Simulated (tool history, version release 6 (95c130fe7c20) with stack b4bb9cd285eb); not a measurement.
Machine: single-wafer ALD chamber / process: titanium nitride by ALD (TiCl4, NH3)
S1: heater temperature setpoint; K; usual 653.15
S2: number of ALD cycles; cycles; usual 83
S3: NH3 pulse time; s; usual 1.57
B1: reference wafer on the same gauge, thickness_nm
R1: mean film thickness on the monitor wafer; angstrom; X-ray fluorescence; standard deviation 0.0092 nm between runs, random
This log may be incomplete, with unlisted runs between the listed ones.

Run 1, hour 0.0: usual settings; B1 2.147. Result: R1 18.88 angstrom.
Run 2, hour 62.7: usual settings but S1 646.15 K, S2 72 cycles; B1 2.153. Result: R1 16.09 angstrom.
Run 3, hour 133.5: usual settings but S3 1.74 s; B1 2.155. Result: R1 18.87 angstrom.
Run 4, hour 202.8: usual settings; B1 2.152. Result: R1 18.74 angstrom.
Run 5, hour 252.5: usual settings; B1 2.152. Result: R1 18.63 angstrom.
Run 6, hour 315.0: usual settings but S2 94 cycles; B1 2.148. Result: R1 21.09 angstrom.
Run 7, hour 364.5: usual settings but S2 94 cycles; B1 2.148. Result: R1 21.12 angstrom.
Run 8, hour 423.1: usual settings; B1 2.149. Result: R1 18.67 angstrom.
Run 9, hour 477.3: usual settings but S2 92 cycles; B1 2.152. Result: R1 21.05 angstrom.
Run 10, hour 536.4: usual settings but S1 647.15 K, S2 93 cycles; B1 2.151. Result: R1 20.82 angstrom.
Run 11, hour 635.2: usual settings but S1 647.15 K, S2 93 cycles; B1 2.148. Result: R1 21.07 angstrom.
Run 12, hour 705.8: usual settings but S1 647.15 K, S2 93 cycles; B1 2.152. Result: R1 20.90 angstrom.
Run 13, hour 891.7: usual settings; B1 2.151. Result: R1 18.87 angstrom.
Run 14, hour 952.3: usual settings but S3 1.29 s; B1 2.151. Result: R1 18.46 angstrom.
Run 15, hour 1019.8: usual settings but S3 1.29 s; B1 2.147. Result: R1 18.59 angstrom.
Run 16, hour 1086.5: usual settings but S3 1.29 s; B1 2.150. Result: R1 18.64 angstrom.
Run 17, hour 1136.8: usual settings but S3 2.06 s; B1 2.149. Result: R1 18.91 angstrom.
Run 18, hour 1182.1: usual settings; B1 2.148. Result: R1 18.91 angstrom.
Run 19, hour 1228.5: usual settings but S2 72 cycles; B1 2.152. Result: R1 16.28 angstrom.
Run 20, hour 1285.7: usual settings; B1 2.152. Result: R1 18.83 angstrom.
Run 21, hour 1353.1: usual settings; B1 2.152. Result: R1 18.84 angstrom.
Run 22, hour 1391.6: usual settings but S3 1.29 s; B1 2.152. Result: R1 18.63 angstrom.
Run 23, hour 1436.0: usual settings but S1 657.15 K, S3 1.95 s; B1 2.148. Result: R1 18.98 angstrom.
Run 24, hour 1475.7: usual settings but S1 639.15 K, S3 1.96 s; B1 2.151. Result: R1 18.74 angstrom.
Run 25, hour 1524.9: usual settings but S3 2.01 s; B1 2.147. Result: R1 18.87 angstrom.
Run 26, hour 1591.8: usual settings but S1 659.15 K, S2 88 cycles, S3 2.09 s; B1 2.150. Result: R1 20.15 angstrom.
Run 27, hour 1640.4: usual settings but S1 648.15 K, S3 2.11 s; B1 2.148. Result: R1 18.86 angstrom.
Run 28, hour 1676.6: usual settings; B1 2.149. Result: R1 18.80 angstrom.
Run 29, hour 1707.1: usual settings but S1 664.15 K, S2 77 cycles; B1 2.152. Result: R1 17.58 angstrom.
Run 30, hour 1886.5: usual settings but S1 661.15 K, S2 89 cycles, S3 1.84 s; B1 2.150. Result: R1 20.21 angstrom.
Run 31, hour 1950.5: usual settings but S1 639.15 K, S2 89 cycles, S3 1.04 s; B1 2.151. Result: R1 19.32 angstrom.
Run 32, hour 1996.8: usual settings but S1 644.15 K, S2 93 cycles, S3 1.24 s; B1 2.147. Result: R1 20.62 angstrom.
Run 33, hour 2042.2: usual settings but S1 657.15 K, S2 78 cycles, S3 1.16 s; B1 2.149. Result: R1 17.52 angstrom.
Run 34, hour 2109.6: usual settings; B1 2.152. Result: R1 18.66 angstrom.
Run 35, hour 2146.0: usual settings but S1 661.15 K, S2 93 cycles, S3 2.14 s; B1 2.153. Result: R1 21.49 angstrom.
Run 36, hour 2182.8: usual settings; B1 2.151. Result: R1 18.94 angstrom.
Run 37, hour 2238.2: usual settings; B1 2.149. Result: R1 18.78 angstrom.
Run 38, hour 2301.0: usual settings but S2 93 cycles; B1 2.151. Result: R1 21.00 angstrom.
Run 39, hour 2364.1: usual settings but S1 666.15 K, S2 96 cycles; B1 2.152. Result: R1 21.74 angstrom.
Run 40, hour 2551.7: usual settings; B1 2.149. Result: R1 18.80 angstrom.

The log once held 5 entries between its listed runs, left out of this copy. Where does each go, and what is different about the tool's unlogged condition between the listed run before it and the listed run after it?
Run 5 -> run 6: thermocouple changed; heater temperature recalibrated (hour 262.2)
  no hidden state differs between the two runs
Run 9 -> run 10: showerhead replaced (hour 535.9)
  no hidden state differs between the two runs
Run 12 -> run 13: gauge calibrated (hour 794.0)
  no hidden state differs between the two runs
Run 19 -> run 20: thermocouple changed; heater temperature recalibrated (hour 1279.6)
  no hidden state differs between the two runs
Run 39 -> run 40: thermocouple changed; heater temperature recalibrated (hour 2479.3)
  no hidden state differs between the two runs
